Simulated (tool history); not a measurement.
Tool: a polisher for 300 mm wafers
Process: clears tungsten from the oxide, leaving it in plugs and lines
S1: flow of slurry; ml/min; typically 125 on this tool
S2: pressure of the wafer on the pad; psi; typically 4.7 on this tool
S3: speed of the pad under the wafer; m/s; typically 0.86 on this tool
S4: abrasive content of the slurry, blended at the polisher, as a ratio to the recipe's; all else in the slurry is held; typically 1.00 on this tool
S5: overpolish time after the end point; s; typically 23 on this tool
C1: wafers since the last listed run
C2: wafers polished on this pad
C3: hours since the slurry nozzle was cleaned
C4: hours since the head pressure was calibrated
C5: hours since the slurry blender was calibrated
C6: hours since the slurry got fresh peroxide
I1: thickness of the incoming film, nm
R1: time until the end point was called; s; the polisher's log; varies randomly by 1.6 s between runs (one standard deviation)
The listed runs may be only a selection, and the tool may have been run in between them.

run    hour   S1   S2    S3    S4  S5    C1    C2     C3     C4     C5     C6     I1    R1
  1     0.0  125  4.7  0.86  1.00  23     0   259  369.0  228.7  348.9  255.1  505.2  85.4
       26.1  -- slurry blender recalibrated
       71.2  -- slurry tank refilled with fresh slurry and peroxide
  2    85.1  125  4.7  0.86  1.00  23   650   910  454.1  313.8   59.0   13.9  506.3  85.0
      102.4  -- slurry nozzle cleaned
  3   136.2  125  4.7  0.86  1.00  23   397  1307   33.8  364.9  110.1   65.0  500.5  82.5
  4   213.5  125  4.7  0.86  1.00  23   612  1920  111.1  442.2  187.4  142.3  510.3  87.2
  5   274.1  125  4.7  0.86  1.00  23   480  2401  171.7  502.8  248.0  202.9  508.1  83.1
      293.1  -- worn pad replaced by a new one
  6   361.5  125  4.7  0.86  1.00  23   661   542  259.1  590.2  335.4  290.3  511.9  82.6
      380.2  -- slurry blender recalibrated
      418.4  -- slurry tank refilled with fresh slurry and peroxide
  7   431.0  125  4.7  0.86  1.00  23   527  1069  328.6  659.7   50.8   12.6  503.9  80.9
      516.3  -- slurry nozzle cleaned
  8   531.1  125  4.7  0.86  1.00  23   785  1855   14.8  759.8  150.9  112.7  504.3  78.8
      555.6  -- head pressure recalibrated
  9   604.6  125  4.7  0.86  1.00  23   566  2422   88.3   49.0  224.4  186.2  510.9  87.7
 10   650.5  125  4.7  0.86  1.00  23   363  2786  134.2   94.9  270.3  232.1  499.9  84.5
      699.8  -- worn pad replaced by a new one
 11   721.1  125  4.7  0.86  1.00  23   528   168  204.8  165.5  340.9  302.7  507.0  83.7
      795.8  -- slurry blender recalibrated
 12   819.6  125  4.7  0.86  1.00  23   765   933  303.3  264.0   23.8  401.2  506.3  83.5
      836.1  -- slurry tank refilled with fresh slurry and peroxide
 13   871.1  145  4.7  0.86  1.00  23   400  1334  354.8  315.5   75.3   35.0  502.2  80.4
 14   949.5  125  4.7  0.86  1.00  12   621  1955  433.2  393.9  153.7  113.4  513.4  85.7
 15  1017.3  125  4.7  0.86  1.25  28   537  2493  501.0  461.7  221.5  181.2  506.9  77.4
     1052.3  -- slurry nozzle cleaned
     1053.0  -- worn pad replaced by a new one
 16  1078.1  125  4.7  0.86  1.00  23   468   198   25.8  522.5  282.3  242.0  505.6  84.7
 17  1123.5  145  3.7  1.14  0.80  23   359   558   71.2  567.9  327.7  287.4  511.7  83.3
     1159.4  -- slurry tank refilled with fresh slurry and peroxide
 18  1173.2  145  4.7  0.86  1.00  23   386   944  120.9  617.6  377.4   13.8  505.4  79.6
     1202.1  -- slurry blender recalibrated
 19  1264.7   95  4.7  0.86  0.75  23   709  1654  212.4  709.1   62.6  105.3  507.3  91.1
 20  1331.3  125  4.7  0.86  1.00  23   528  2182  279.0  775.7  129.2  171.9  503.9  79.5
     1384.3  -- worn pad replaced by a new one
     1418.6  -- head pressure recalibrated
 21  1422.3  125  4.7  0.86  1.00  15   673   285  370.0    3.7  220.2  262.9  511.5  85.4
 22  1474.5  125  4.7  0.86  1.00  28   413   699  422.2   55.9  272.4  315.1  511.7  86.2
     1498.0  -- slurry tank refilled with fresh slurry and peroxide
     1600.6  -- slurry blender recalibrated
     1605.6  -- slurry nozzle cleaned
 23  1766.9  125  4.7  0.72  1.15  23  2286  2986  161.3  348.3  166.3  268.9  515.6  97.9
     1798.1  -- worn pad replaced by a new one
 24  1865.7  105  4.7  0.70  1.25  23   751   535  260.1  447.1  265.1  367.7  519.6  97.3

Alternative continuations, all from the tool just after run 24; predict every row:
  A  1866.2  125  4.7  0.86  1.00  23   3  539  260.6  447.6  265.6  368.2  513.8   ?
  B  1866.2  145  4.0  0.60  1.00  18   3  539  260.6  447.6  265.6  368.2  513.8   ?
  C  1866.2  165  6.0  0.86  1.10  29   3  539  260.6  447.6  265.6  368.2  513.8   ?
  D  1866.2  125  3.9  0.86  1.00  23   3  539  260.6  447.6  265.6  368.2  513.8   ?

run     R1
  A   81.8
  B  125.1
  C   59.8
  D   98.6
Take away the tool's hidden state, keep each run's random variation, and the runs would have read:
run     R1
  A   84.5
  B  129.3
  C   61.8
  D  101.9

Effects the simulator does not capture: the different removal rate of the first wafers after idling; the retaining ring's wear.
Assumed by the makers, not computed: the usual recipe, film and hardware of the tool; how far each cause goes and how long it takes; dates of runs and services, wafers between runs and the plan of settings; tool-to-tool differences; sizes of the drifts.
